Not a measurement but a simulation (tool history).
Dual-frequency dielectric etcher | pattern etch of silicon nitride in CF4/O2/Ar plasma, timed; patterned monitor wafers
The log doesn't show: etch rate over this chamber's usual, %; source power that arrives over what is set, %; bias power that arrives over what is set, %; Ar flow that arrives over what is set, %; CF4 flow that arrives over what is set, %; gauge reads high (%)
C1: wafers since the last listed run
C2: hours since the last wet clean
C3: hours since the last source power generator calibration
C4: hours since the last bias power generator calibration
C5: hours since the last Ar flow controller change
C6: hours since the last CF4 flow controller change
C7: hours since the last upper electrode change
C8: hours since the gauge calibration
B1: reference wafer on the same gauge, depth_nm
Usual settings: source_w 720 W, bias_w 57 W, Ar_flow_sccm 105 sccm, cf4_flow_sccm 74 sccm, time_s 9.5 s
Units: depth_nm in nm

Run 1, hour 0.0: usual settings; C1 0; C2 263.1; C3 1654.1; C4 1308.9; C5 5134.6; C6 4852.2; C7 4509.5; C8 211.3; B1 25.29. Result: depth_nm 25.54 nm.
Run 2, hour 8.5: usual settings but bias_w 51 W; C1 208; C2 271.6; C3 1662.6; C4 1317.4; C5 5143.1; C6 4860.7; C7 4518.0; C8 219.8; B1 25.31. Result: depth_nm 24.31 nm.
Run 3, hour 22.5: usual settings but bias_w 51 W; C1 343; C2 285.6; C3 1676.6; C4 1331.4; C5 5157.1; C6 4874.7; C7 4532.0; C8 233.8; B1 25.32. Result: depth_nm 24.41 nm.
Run 4, hour 37.9: usual settings; C1 377; C2 301.0; C3 1692.0; C4 1346.8; C5 5172.5; C6 4890.1; C7 4547.4; C8 249.2; B1 25.28. Result: depth_nm 25.62 nm.
Run 5, hour 52.5: usual settings; C1 357; C2 315.6; C3 1706.6; C4 1361.4; C5 5187.1; C6 4904.7; C7 4562.0; C8 263.8; B1 25.29. Result: depth_nm 25.67 nm.
At hour 77.8: CF4 flow controller replaced.
Run 6, hour 89.7: usual settings; C1 764; C2 352.8; C3 1743.8; C4 1398.6; C5 5224.3; C6 11.9; C7 4599.2; C8 301.0; B1 25.31. Result: depth_nm 25.69 nm.
At hour 95.5: source power generator calibrated.
Run 7, hour 105.5: usual settings; C1 289; C2 368.6; C3 10.0; C4 1414.4; C5 5240.1; C6 27.7; C7 4615.0; C8 316.8; B1 25.31. Result: depth_nm 25.72 nm.
At hour 106.7: gauge calibrated.
At hour 134.5: wet clean of the chamber.
Run 8, hour 135.0: usual settings; C1 134; C2 0.5; C3 39.5; C4 1443.9; C5 5269.6; C6 57.2; C7 4644.5; C8 28.3; B1 25.30. Result: depth_nm 24.88 nm.
Run 9, hour 137.4: usual settings; C1 58; C2 2.9; C3 41.9; C4 1446.3; C5 5272.0; C6 59.6; C7 4646.9; C8 30.7; B1 25.27. Result: depth_nm 24.82 nm.
At hour 142.1: bias power generator calibrated.
Run 10, hour 150.0: usual settings but Ar_flow_sccm 128 sccm, cf4_flow_sccm 60 sccm; C1 210; C2 15.5; C3 54.5; C4 7.9; C5 5284.6; C6 72.2; C7 4659.5; C8 43.3; B1 25.30. Result: depth_nm 23.80 nm.
Run 11, hour 173.2: usual settings but Ar_flow_sccm 91 sccm, cf4_flow_sccm 68 sccm; C1 568; C2 38.7; C3 77.7; C4 31.1; C5 5307.8; C6 95.4; C7 4682.7; C8 66.5; B1 25.32. Result: depth_nm 25.52 nm.
At hour 183.0: Ar flow controller replaced.
At hour 211.7: upper electrode replaced.
Run 12, hour 212.2: usual settings but Ar_flow_sccm 80 sccm, cf4_flow_sccm 81 sccm; C1 220; C2 77.7; C3 116.7; C4 70.1; C5 29.2; C6 134.4; C7 0.5; C8 105.5; B1 25.30. Result: depth_nm 26.22 nm.
Run 13, hour 212.6: usual settings; C1 9; C2 78.1; C3 117.1; C4 70.5; C5 29.6; C6 134.8; C7 0.9; C8 105.9; B1 25.29. Result: depth_nm 25.07 nm.
Run 14, hour 212.9: usual settings but source_w 870 W, bias_w 46 W; C1 7; C2 78.4; C3 117.4; C4 70.8; C5 29.9; C6 135.1; C7 1.2; C8 106.2; B1 25.29. Result: depth_nm 27.86 nm.
Run 15, hour 223.6: usual settings but bias_w 61 W, Ar_flow_sccm 115 sccm, time_s 8.5 s; C1 262; C2 89.1; C3 128.1; C4 81.5; C5 40.6; C6 145.8; C7 11.9; C8 116.9; B1 25.26. Result: depth_nm 22.79 nm.
Run 16, hour 232.4: usual settings but source_w 820 W, Ar_flow_sccm 82 sccm; C1 215; C2 97.9; C3 136.9; C4 90.3; C5 49.4; C6 154.6; C7 20.7; C8 125.7; B1 25.30. Result: depth_nm 29.53 nm.
Run 17, hour 240.8: usual settings but time_s 6.5 s; C1 205; C2 106.3; C3 145.3; C4 98.7; C5 57.8; C6 163.0; C7 29.1; C8 134.1; B1 25.30. Result: depth_nm 17.13 nm.
Run 18, hour 252.9: usual settings but bias_w 62 W, cf4_flow_sccm 69 sccm; C1 296; C2 118.4; C3 157.4; C4 110.8; C5 69.9; C6 175.1; C7 41.2; C8 146.2; B1 25.32. Result: depth_nm 25.90 nm.
Run 19, hour 270.1: usual settings; C1 421; C2 135.6; C3 174.6; C4 128.0; C5 87.1; C6 192.3; C7 58.4; C8 163.4; B1 25.28. Result: depth_nm 25.28 nm.
Run 20, hour 279.9: usual settings; C1 240; C2 145.4; C3 184.4; C4 137.8; C5 96.9; C6 202.1; C7 68.2; C8 173.2; B1 25.29. Result: depth_nm 25.19 nm.
Run 21, hour 293.1: usual settings; C1 323; C2 158.6; C3 197.6; C4 151.0; C5 110.1; C6 215.3; C7 81.4; C8 186.4; B1 25.30. Result: depth_nm 25.25 nm.
Run 22, hour 309.2: usual settings but bias_w 65 W, Ar_flow_sccm 119 sccm, time_s 8.5 s; C1 394; C2 174.7; C3 213.7; C4 167.1; C5 126.2; C6 231.4; C7 97.5; C8 202.5; B1 25.26. Result: depth_nm 23.35 nm.

Forecast each of these 3 alternatives for the next run:
Run A, hour 309.6: usual settings but bias_w 50 W; C1 9; C2 175.1; C3 214.1; C4 167.5; C5 126.6; C6 231.8; C7 97.9; C8 202.9; B1 ?. Result: depth_nm ?.
Run B, hour 309.6: usual settings but source_w 610 W; C1 9; C2 175.1; C3 214.1; C4 167.5; C5 126.6; C6 231.8; C7 97.9; C8 202.9; B1 ?. Result: depth_nm ?.
Run C, hour 309.6: usual settings but bias_w 70 W, time_s 10.5 s; C1 9; C2 175.1; C3 214.1; C4 167.5; C5 126.6; C6 231.8; C7 97.9; C8 202.9; B1 ?. Result: depth_nm ?.

run     B1  depth_nm
  A  25.30     24.03
  B  25.30     21.24
  C  25.30     30.49
Without the tool's hidden state the same runs would have given:
run  depth_nm
  A     23.85
  B     21.07
  C     30.25
